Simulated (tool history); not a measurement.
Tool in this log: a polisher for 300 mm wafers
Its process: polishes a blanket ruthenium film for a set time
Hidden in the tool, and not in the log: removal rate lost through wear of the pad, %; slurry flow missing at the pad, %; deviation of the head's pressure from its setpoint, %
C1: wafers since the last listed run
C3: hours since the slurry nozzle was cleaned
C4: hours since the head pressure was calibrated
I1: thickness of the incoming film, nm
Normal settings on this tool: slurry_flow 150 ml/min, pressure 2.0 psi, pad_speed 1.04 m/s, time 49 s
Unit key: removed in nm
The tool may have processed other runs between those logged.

{"run": 1, "hour": 0.0, "slurry_flow": 150, "pressure": 2.0, "pad_speed": 1.04, "time": 49, "C1": 0, "wafers polished on this pad": 3648, "C3": 82.2, "C4": 925.0, "I1": 264.9, "removed": 56.2}
{"run": 2, "hour": 86.4, "slurry_flow": 150, "pressure": 2.0, "pad_speed": 1.04, "time": 49, "C1": 1158, "wafers polished on this pad": 4807, "C3": 168.6, "C4": 1011.4, "I1": 269.1, "removed": 56.1}
{"hour": 119.8, "done": "worn pad replaced by a new one"}
{"run": 3, "hour": 164.4, "slurry_flow": 165, "pressure": 2.0, "pad_speed": 1.04, "time": 58, "C1": 991, "wafers polished on this pad": 597, "C3": 246.6, "C4": 1089.4, "I1": 272.8, "removed": 74.8}
{"hour": 242.0, "done": "head pressure recalibrated"}
{"run": 4, "hour": 272.2, "slurry_flow": 165, "pressure": 2.0, "pad_speed": 1.04, "time": 58, "C1": 1418, "wafers polished on this pad": 2015, "C3": 354.4, "C4": 30.2, "I1": 271.4, "removed": 75.0}
{"run": 5, "hour": 354.2, "slurry_flow": 165, "pressure": 2.0, "pad_speed": 1.04, "time": 58, "C1": 1099, "wafers polished on this pad": 3114, "C3": 436.4, "C4": 112.2, "I1": 274.3, "removed": 74.8}
{"hour": 358.1, "done": "slurry nozzle cleaned"}
{"hour": 578.4, "done": "worn pad replaced by a new one"}
{"run": 6, "hour": 593.4, "slurry_flow": 150, "pressure": 1.6, "pad_speed": 1.04, "time": 49, "C1": 3139, "wafers polished on this pad": 201, "C3": 235.3, "C4": 351.4, "I1": 272.3, "removed": 56.8}
{"run": 7, "hour": 668.8, "slurry_flow": 150, "pressure": 2.0, "pad_speed": 1.04, "time": 49, "C1": 1010, "wafers polished on this pad": 1211, "C3": 310.7, "C4": 426.8, "I1": 267.3, "removed": 63.5}
{"run": 8, "hour": 754.8, "slurry_flow": 150, "pressure": 2.0, "pad_speed": 1.04, "time": 49, "C1": 1152, "wafers polished on this pad": 2364, "C3": 396.7, "C4": 512.8, "I1": 270.9, "removed": 58.6}
{"run": 9, "hour": 805.4, "slurry_flow": 150, "pressure": 2.0, "pad_speed": 1.04, "time": 49, "C1": 678, "wafers polished on this pad": 3042, "C3": 447.3, "C4": 563.4, "I1": 273.3, "removed": 59.7}
{"hour": 815.5, "done": "slurry nozzle cleaned"}
{"run": 10, "hour": 877.8, "slurry_flow": 150, "pressure": 2.2, "pad_speed": 1.04, "time": 49, "C1": 957, "wafers polished on this pad": 3999, "C3": 62.3, "C4": 635.8, "I1": 272.1, "removed": 61.1}
{"run": 11, "hour": 933.8, "slurry_flow": 150, "pressure": 2.2, "pad_speed": 1.04, "time": 49, "C1": 750, "wafers polished on this pad": 4750, "C3": 118.3, "C4": 691.8, "I1": 273.2, "removed": 61.8}
{"hour": 973.5, "done": "worn pad replaced by a new one"}
{"run": 12, "hour": 988.2, "slurry_flow": 165, "pressure": 2.0, "pad_speed": 1.04, "time": 49, "C1": 675, "wafers polished on this pad": 197, "C3": 172.7, "C4": 746.2, "I1": 269.7, "removed": 65.1}
{"run": 13, "hour": 1033.2, "slurry_flow": 165, "pressure": 2.0, "pad_speed": 1.04, "time": 49, "C1": 603, "wafers polished on this pad": 800, "C3": 217.7, "C4": 791.2, "I1": 270.3, "removed": 62.6}
{"run": 14, "hour": 1136.0, "slurry_flow": 150, "pressure": 2.0, "pad_speed": 1.04, "time": 49, "C1": 1377, "wafers polished on this pad": 2178, "C3": 320.5, "C4": 894.0, "I1": 270.3, "removed": 58.8}
{"hour": 1188.7, "done": "head pressure recalibrated"}
{"run": 15, "hour": 1190.0, "slurry_flow": 150, "pressure": 2.0, "pad_speed": 1.04, "time": 53, "C1": 697, "wafers polished on this pad": 2875, "C3": 374.5, "C4": 1.3, "I1": 267.4, "removed": 67.5}
{"hour": 1208.5, "done": "slurry nozzle cleaned"}
{"run": 16, "hour": 1249.2, "slurry_flow": 150, "pressure": 2.0, "pad_speed": 1.04, "time": 49, "C1": 780, "wafers polished on this pad": 3655, "C3": 40.7, "C4": 60.5, "I1": 274.7, "removed": 62.0}
{"run": 17, "hour": 1327.7, "slurry_flow": 150, "pressure": 2.4, "pad_speed": 1.28, "time": 40, "C1": 1052, "wafers polished on this pad": 4707, "C3": 119.2, "C4": 139.0, "I1": 269.2, "removed": 65.1}
{"run": 18, "hour": 1376.0, "slurry_flow": 105, "pressure": 2.4, "pad_speed": 1.04, "time": 49, "C1": 647, "wafers polished on this pad": 5354, "C3": 167.5, "C4": 187.3, "I1": 275.8, "removed": 63.0}
{"hour": 1408.2, "done": "worn pad replaced by a new one"}
{"run": 19, "hour": 1479.7, "slurry_flow": 150, "pressure": 2.0, "pad_speed": 1.04, "time": 49, "C1": 1336, "wafers polished on this pad": 957, "C3": 271.2, "C4": 291.0, "I1": 274.5, "removed": 62.4}
{"run": 20, "hour": 1532.4, "slurry_flow": 150, "pressure": 2.0, "pad_speed": 1.04, "time": 53, "C1": 706, "wafers polished on this pad": 1664, "C3": 323.9, "C4": 343.7, "I1": 269.5, "removed": 68.3}
{"run": 21, "hour": 1571.1, "slurry_flow": 150, "pressure": 2.3, "pad_speed": 1.04, "time": 55, "C1": 518, "wafers polished on this pad": 2183, "C3": 362.6, "C4": 382.4, "I1": 272.4, "removed": 76.1}
{"hour": 1622.5, "done": "slurry nozzle cleaned"}
{"run": 22, "hour": 1646.5, "slurry_flow": 150, "pressure": 1.4, "pad_speed": 1.04, "time": 42, "C1": 997, "wafers polished on this pad": 3180, "C3": 24.0, "C4": 457.8, "I1": 269.4, "removed": 40.7}
{"run": 23, "hour": 1683.8, "slurry_flow": 150, "pressure": 2.4, "pad_speed": 1.36, "time": 57, "C1": 499, "wafers polished on this pad": 3680, "C3": 61.3, "C4": 495.1, "I1": 268.0, "removed": 95.8}

Forecast run 24:
{"run": 24, "hour": 1787.1, "slurry_flow": 150, "pressure": 2.0, "pad_speed": 1.04, "time": 63, "C1": 1384, "wafers polished on this pad": 5064, "C3": 164.6, "C4": 598.4, "I1": 269.1, "removed": "?"}

Run 24 gave removed 74.3 nm.
With the hidden condition absent and the run-to-run variation left alone, this run would have shown removed 89.4 nm.
